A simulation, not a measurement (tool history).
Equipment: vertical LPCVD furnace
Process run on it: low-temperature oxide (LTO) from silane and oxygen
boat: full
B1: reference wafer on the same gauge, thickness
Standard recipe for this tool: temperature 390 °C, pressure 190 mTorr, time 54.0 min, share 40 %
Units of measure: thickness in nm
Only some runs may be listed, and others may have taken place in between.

run 1 hour=0.0 | temperature=390 pressure=190 time=54.0 share=40 | B1=385.97 | thickness=358.87
run 2 hour=94.5 | temperature=390 pressure=190 time=54.0 share=40 | B1=386.40 | thickness=356.31
run 3 hour=171.8 | temperature=390 pressure=190 time=54.0 share=40 | B1=385.68 | thickness=357.56
run 4 hour=256.0 | temperature=390 pressure=190 time=54.0 share=40 | B1=385.98 | thickness=357.55
run 5 hour=336.9 | temperature=390 pressure=190 time=54.0 share=40 | B1=385.98 | thickness=358.13
run 6 hour=392.2 | temperature=390 pressure=190 time=54.0 share=40 | B1=385.96 | thickness=356.87
run 7 hour=471.0 | temperature=390 pressure=190 time=54.0 share=40 | B1=385.79 | thickness=357.53
run 8 hour=523.1 | temperature=390 pressure=190 time=54.0 share=40 | B1=386.11 | thickness=355.06
run 9 hour=687.7 | temperature=390 pressure=230 time=54.0 share=40 | B1=385.91 | thickness=443.41
run 10 hour=769.6 | temperature=390 pressure=225 time=54.0 share=40 | B1=386.12 | thickness=433.79
run 11 hour=826.4 | temperature=382 pressure=190 time=38.5 share=40 | B1=385.82 | thickness=237.50
run 12 hour=932.5 | temperature=390 pressure=190 time=68.0 share=45 | B1=385.85 | thickness=530.18
run 13 hour=970.9 | temperature=401 pressure=145 time=54.0 share=40 | B1=385.75 | thickness=317.70
run 14 hour=1046.3 | temperature=390 pressure=170 time=34.0 share=36 | B1=386.01 | thickness=181.49
run 15 hour=1115.3 | temperature=390 pressure=190 time=54.0 share=40 | B1=386.15 | thickness=368.58

Put back what was entered between runs (4 entries, withheld): which listed runs does each sit between, and how does the hidden state differ from the listed run before to the listed run after?
After run 8, before run 9: thermocouples replaced and temperature profile calibrated (hour 568.9); silane flow controller replaced (hour 589.4); pressure gauge zeroed (hour 686.8)
  true tube temperature minus thermocouple reading, K: 4.3 -> 0.877; deviation of the silane flow from its setpoint, %: -6.99 -> 1.2
  measured value less the no-hidden-state value, thickness: -1.99 -> +8.24 nm
After run 9, before run 10: gauge calibrated (hour 731.9)
  true tube temperature minus thermocouple reading, K: 0.877 -> 1.1; deviation of the silane flow from its setpoint, %: 1.2 -> 1.12
  measured value less the no-hidden-state value, thickness: +8.24 -> +8.92 nm
